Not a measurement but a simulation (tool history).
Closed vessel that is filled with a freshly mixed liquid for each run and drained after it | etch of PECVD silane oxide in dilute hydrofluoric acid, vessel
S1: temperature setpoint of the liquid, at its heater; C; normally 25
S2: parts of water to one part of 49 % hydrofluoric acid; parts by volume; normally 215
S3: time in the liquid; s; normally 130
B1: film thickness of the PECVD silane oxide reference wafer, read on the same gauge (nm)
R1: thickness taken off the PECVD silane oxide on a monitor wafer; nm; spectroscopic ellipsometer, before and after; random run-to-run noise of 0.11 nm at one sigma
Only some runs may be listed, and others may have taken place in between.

| run | hour | S1 | S2 | S3 | B1 | R1 |
|---|---|---|---|---|---|---|
| 1 | 0 | 25 | 215 | 130 | 29.98 | 29.77 |
| 2 | 82.7 | 27.5 | 215 | 130 | 29.96 | 32.81 |
| 3 | 94.7 | 25 | 215 | 130 | 29.99 | 29.89 |
| 4 | 109.4 | 25 | 215 | 130 | 29.99 | 29.98 |
| 5 | 141.7 | 28 | 215 | 130 | 30.01 | 33.41 |
| 6 | 166.1 | 25 | 215 | 155 | 30 | 36 |
| 7 | 188.5 | 25 | 215 | 155 | 30.03 | 35.84 |
| 8 | 216.6 | 25 | 215 | 155 | 29.99 | 36.12 |
| 9 | 247.5 | 23.5 | 215 | 130 | 30.01 | 28.68 |
| 10 | 265.7 | 23.5 | 215 | 130 | 29.95 | 28.8 |
| 11 | 290.6 | 25 | 215 | 130 | 29.98 | 30.29 |
| 12 | 335.2 | 25 | 215 | 75 | 30.02 | 17.48 |
| 13 | 359.1 | 25 | 215 | 100 | 29.98 | 23.42 |
| 14 | 388.2 | 29 | 110 | 60 | 29.99 | 36.02 |
|  | 398 | thermometer replaced |
|  | 415.6 | gauge calibrated |
| 15 | 421.5 | 25 | 215 | 90 | 30 | 21.13 |
| 16 | 473.1 | 23 | 215 | 95 | 30 | 20.64 |
| 17 | 490.4 | 25 | 215 | 130 | 30.02 | 30.49 |
| 18 | 519.8 | 21 | 175 | 130 | 30.01 | 33.72 |
|  | 528.1 | hydrofluoric acid flow meter replaced |
| 19 | 553.4 | 25 | 215 | 130 | 30.01 | 28.87 |
| 20 | 580.1 | 29.5 | 215 | 130 | 29.96 | 33.86 |
| 21 | 626.9 | 20.5 | 215 | 130 | 30.04 | 24.74 |
| 22 | 653.2 | 27 | 185 | 55 | 30.06 | 15.9 |
| 23 | 688.1 | 28 | 110 | 195 | 30.05 | 108.35 |
| 24 | 708 | 20.5 | 215 | 175 | 29.98 | 33.21 |
| 25 | 729.7 | 20 | 165 | 160 | 30.02 | 40.84 |
| 26 | 758.4 | 28.5 | 115 | 205 | 30.04 | 110.39 |
| 27 | 780.9 | 25 | 215 | 130 | 30.01 | 29.19 |
| 28 | 793 | 25 | 215 | 130 | 30.02 | 29.21 |
| 29 | 820.8 | 26.5 | 215 | 130 | 29.96 | 30.92 |
| 30 | 844.9 | 25 | 215 | 130 | 30.04 | 29.17 |
| 31 | 872.4 | 25 | 215 | 130 | 30.03 | 29.21 |
| 32 | 899.3 | 25 | 215 | 130 | 30.03 | 29.41 |
| 33 | 915.5 | 23.5 | 295 | 55 | 30.02 | 7.89 |
| 34 | 933.9 | 27.5 | 215 | 165 | 30.04 | 40.73 |

What if the next run were any one of these 3? Each begins from the tool's condition after run 34:
| A | 934.6 | 21.5 | 215 | 130 | ? | ? |
| B | 934.6 | 20 | 215 | 130 | ? | ? |
| C | 934.6 | 29.5 | 150 | 80 | ? | ? |

| run | B1 | R1 |
|---|---|---|
| A | 29.98 | 25.87 |
| B | 29.98 | 24.43 |
| C | 29.98 | 32.97 |
With the hidden condition removed and each run's random variation left untouched, the same runs would have given:
| run | R1 |
|---|---|
| A | 25.25 |
| B | 23.85 |
| C | 32.2 |

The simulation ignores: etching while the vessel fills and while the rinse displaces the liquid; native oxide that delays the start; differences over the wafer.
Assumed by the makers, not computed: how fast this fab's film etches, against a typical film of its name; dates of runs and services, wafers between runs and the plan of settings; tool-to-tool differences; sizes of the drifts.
